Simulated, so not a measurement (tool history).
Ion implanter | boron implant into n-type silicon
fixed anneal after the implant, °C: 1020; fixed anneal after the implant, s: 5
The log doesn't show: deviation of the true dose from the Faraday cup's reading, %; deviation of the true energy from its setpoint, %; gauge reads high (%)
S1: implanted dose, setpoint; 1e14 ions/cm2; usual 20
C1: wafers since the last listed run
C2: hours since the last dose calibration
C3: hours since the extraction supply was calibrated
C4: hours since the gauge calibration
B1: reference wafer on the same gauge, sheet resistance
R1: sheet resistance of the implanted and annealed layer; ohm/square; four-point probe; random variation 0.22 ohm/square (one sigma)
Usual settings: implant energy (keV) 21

{"run": 1, "day": 0.0, "S1": 23.95, "implant energy (keV)": 21, "C1": 0, "C2": 145, "C3": 2637.6, "C4": 784, "B1": 75.69, "R1": 73.51}
{"run": 2, "day": 2.467, "S1": 22.9, "implant energy (keV)": 23.5, "C1": 1277, "C2": 204.2, "C3": 2696.8, "C4": 843.2, "B1": 75.75, "R1": 72.53}
{"run": 3, "day": 12.704, "S1": 20, "implant energy (keV)": 21, "C1": 5301, "C2": 449.9, "C3": 2942.5, "C4": 1088.9, "B1": 75.7, "R1": 79.87}
{"run": 4, "day": 23.217, "S1": 20, "implant energy (keV)": 23, "C1": 5443, "C2": 702.2, "C3": 3194.8, "C4": 1341.2, "B1": 75.67, "R1": 77.99}
{"run": 5, "day": 26.429, "S1": 20, "implant energy (keV)": 23, "C1": 1663, "C2": 779.3, "C3": 3271.9, "C4": 1418.3, "B1": 75.71, "R1": 78.22}
{"run": 6, "day": 28.196, "S1": 20, "implant energy (keV)": 24, "C1": 914, "C2": 821.7, "C3": 3314.3, "C4": 1460.7, "B1": 75.71, "R1": 78.19}
{"run": 7, "day": 30.638, "S1": 20, "implant energy (keV)": 24, "C1": 1264, "C2": 880.3, "C3": 3372.9, "C4": 1519.3, "B1": 75.69, "R1": 78.11}
{"run": 8, "day": 34.512, "S1": 22.15, "implant energy (keV)": 21, "C1": 2006, "C2": 973.3, "C3": 3465.9, "C4": 1612.3, "B1": 75.69, "R1": 76.24}
{"run": 9, "day": 36.883, "S1": 22.15, "implant energy (keV)": 21, "C1": 1227, "C2": 1030.2, "C3": 3522.8, "C4": 1669.2, "B1": 75.71, "R1": 76.7}
{"run": 10, "day": 39.379, "S1": 22.15, "implant energy (keV)": 21, "C1": 1292, "C2": 1090.1, "C3": 3582.7, "C4": 1729.1, "B1": 75.71, "R1": 76.58}
{"day": 42.917, "done": "extraction supply calibrated"}
{"run": 11, "day": 42.938, "S1": 23, "implant energy (keV)": 21, "C1": 1670, "C2": 1175.5, "C3": 0.5, "C4": 1814.5, "B1": 75.73, "R1": 75.44}
{"run": 12, "day": 44.488, "S1": 16.74, "implant energy (keV)": 23.5, "C1": 802, "C2": 1212.7, "C3": 37.7, "C4": 1851.7, "B1": 75.69, "R1": 87.37}
{"run": 13, "day": 48.162, "S1": 16.74, "implant energy (keV)": 23.5, "C1": 1903, "C2": 1300.9, "C3": 125.9, "C4": 1939.9, "B1": 75.68, "R1": 87.86}
{"run": 14, "day": 51.642, "S1": 20, "implant energy (keV)": 21, "C1": 1801, "C2": 1384.4, "C3": 209.4, "C4": 2023.4, "B1": 75.73, "R1": 80.74}
{"run": 15, "day": 54.079, "S1": 20, "implant energy (keV)": 21, "C1": 1262, "C2": 1442.9, "C3": 267.9, "C4": 2081.9, "B1": 75.73, "R1": 81.17}
{"run": 16, "day": 56.308, "S1": 20, "implant energy (keV)": 18.5, "C1": 1154, "C2": 1496.4, "C3": 321.4, "C4": 2135.4, "B1": 75.72, "R1": 84.19}
{"day": 65.246, "done": "Faraday cup replaced and dose calibrated"}
{"day": 65.596, "done": "gauge calibrated"}
{"run": 17, "day": 68.625, "S1": 22.85, "implant energy (keV)": 24.5, "C1": 6205, "C2": 81.1, "C3": 617, "C4": 72.7, "B1": 75.71, "R1": 71.51}
{"run": 18, "day": 72.608, "S1": 23.62, "implant energy (keV)": 15.5, "C1": 2062, "C2": 176.7, "C3": 712.6, "C4": 168.3, "B1": 75.72, "R1": 82.77}
{"run": 19, "day": 74.408, "S1": 23.38, "implant energy (keV)": 21, "C1": 932, "C2": 219.9, "C3": 755.8, "C4": 211.5, "B1": 75.73, "R1": 74.03}
{"run": 20, "day": 76.733, "S1": 21.54, "implant energy (keV)": 17, "C1": 1204, "C2": 275.7, "C3": 811.6, "C4": 267.3, "B1": 75.68, "R1": 82.46}
{"run": 21, "day": 80.021, "S1": 14.34, "implant energy (keV)": 15, "C1": 1702, "C2": 354.6, "C3": 890.5, "C4": 346.2, "B1": 75.68, "R1": 104.31}
{"run": 22, "day": 82.304, "S1": 20, "implant energy (keV)": 26, "C1": 1182, "C2": 409.4, "C3": 945.3, "C4": 401, "B1": 75.73, "R1": 76.01}
{"run": 23, "day": 84.892, "S1": 22.4, "implant energy (keV)": 15.5, "C1": 1339, "C2": 471.5, "C3": 1007.4, "C4": 463.1, "B1": 75.71, "R1": 84.88}
{"run": 24, "day": 94.446, "S1": 14.72, "implant energy (keV)": 16, "C1": 4947, "C2": 700.8, "C3": 1236.7, "C4": 692.4, "B1": 75.66, "R1": 101.23}
{"run": 25, "day": 97.3, "S1": 20, "implant energy (keV)": 21, "C1": 1478, "C2": 769.3, "C3": 1305.2, "C4": 760.9, "B1": 75.69, "R1": 80.07}
{"run": 26, "day": 101.304, "S1": 20, "implant energy (keV)": 21, "C1": 2073, "C2": 865.4, "C3": 1401.3, "C4": 857, "B1": 75.67, "R1": 80}
{"run": 27, "day": 104.246, "S1": 15.63, "implant energy (keV)": 14.5, "C1": 1523, "C2": 936, "C3": 1471.9, "C4": 927.6, "B1": 75.73, "R1": 101.87}
{"run": 28, "day": 108.412, "S1": 20, "implant energy (keV)": 21, "C1": 2157, "C2": 1036, "C3": 1571.9, "C4": 1027.6, "B1": 75.64, "R1": 80.16}
{"run": 29, "day": 112.779, "S1": 22.87, "implant energy (keV)": 24, "C1": 2261, "C2": 1140.8, "C3": 1676.7, "C4": 1132.4, "B1": 75.71, "R1": 72.95}
{"run": 30, "day": 116.383, "S1": 21.96, "implant energy (keV)": 23.5, "C1": 1866, "C2": 1227.3, "C3": 1763.2, "C4": 1218.9, "B1": 75.66, "R1": 74.7}
{"run": 31, "day": 120.617, "S1": 18.05, "implant energy (keV)": 14, "C1": 2192, "C2": 1328.9, "C3": 1864.8, "C4": 1320.5, "B1": 75.71, "R1": 96.55}
{"run": 32, "day": 123.658, "S1": 23, "implant energy (keV)": 21, "C1": 1575, "C2": 1401.9, "C3": 1937.8, "C4": 1393.5, "B1": 75.69, "R1": 75.87}
{"run": 33, "day": 127.767, "S1": 16.66, "implant energy (keV)": 24.5, "C1": 2127, "C2": 1500.5, "C3": 2036.4, "C4": 1492.1, "B1": 75.71, "R1": 87.79}
{"run": 34, "day": 129.612, "S1": 24.75, "implant energy (keV)": 25, "C1": 955, "C2": 1544.8, "C3": 2080.7, "C4": 1536.4, "B1": 75.69, "R1": 69.71}
{"run": 35, "day": 133.85, "S1": 14.91, "implant energy (keV)": 25.5, "C1": 2194, "C2": 1646.5, "C3": 2182.4, "C4": 1638.1, "B1": 75.68, "R1": 94.05}
{"run": 36, "day": 138.042, "S1": 16.28, "implant energy (keV)": 28, "C1": 2170, "C2": 1747.1, "C3": 2283, "C4": 1738.7, "B1": 75.71, "R1": 87.79}
{"run": 37, "day": 141.767, "S1": 17.58, "implant energy (keV)": 16.5, "C1": 1929, "C2": 1836.5, "C3": 2372.4, "C4": 1828.1, "B1": 75.73, "R1": 92.54}
{"run": 38, "day": 144.204, "S1": 17.58, "implant energy (keV)": 17.5, "C1": 1262, "C2": 1895, "C3": 2430.9, "C4": 1886.6, "B1": 75.66, "R1": 91.27}

3 ways to go on from here, each from the tool as it stands after run 38. What would each give?
{"run": "A", "day": 144.221, "S1": 20, "implant energy (keV)": 21, "C1": 8, "C2": 1895.4, "C3": 2431.3, "C4": 1887, "B1": "?", "R1": "?"}
{"run": "B", "day": 144.221, "S1": 23.11, "implant energy (keV)": 15.5, "C1": 8, "C2": 1895.4, "C3": 2431.3, "C4": 1887, "B1": "?", "R1": "?"}
{"run": "C", "day": 144.221, "S1": 23.41, "implant energy (keV)": 18.5, "C1": 8, "C2": 1895.4, "C3": 2431.3, "C4": 1887, "B1": "?", "R1": "?"}

run=A B1=75.69 R1=81.73
run=B B1=75.69 R1=85.16
run=C B1=75.69 R1=79
Without the tool's hidden state the same runs would have given:
run=A R1=79.53
run=B R1=83.69
run=C R1=77.4

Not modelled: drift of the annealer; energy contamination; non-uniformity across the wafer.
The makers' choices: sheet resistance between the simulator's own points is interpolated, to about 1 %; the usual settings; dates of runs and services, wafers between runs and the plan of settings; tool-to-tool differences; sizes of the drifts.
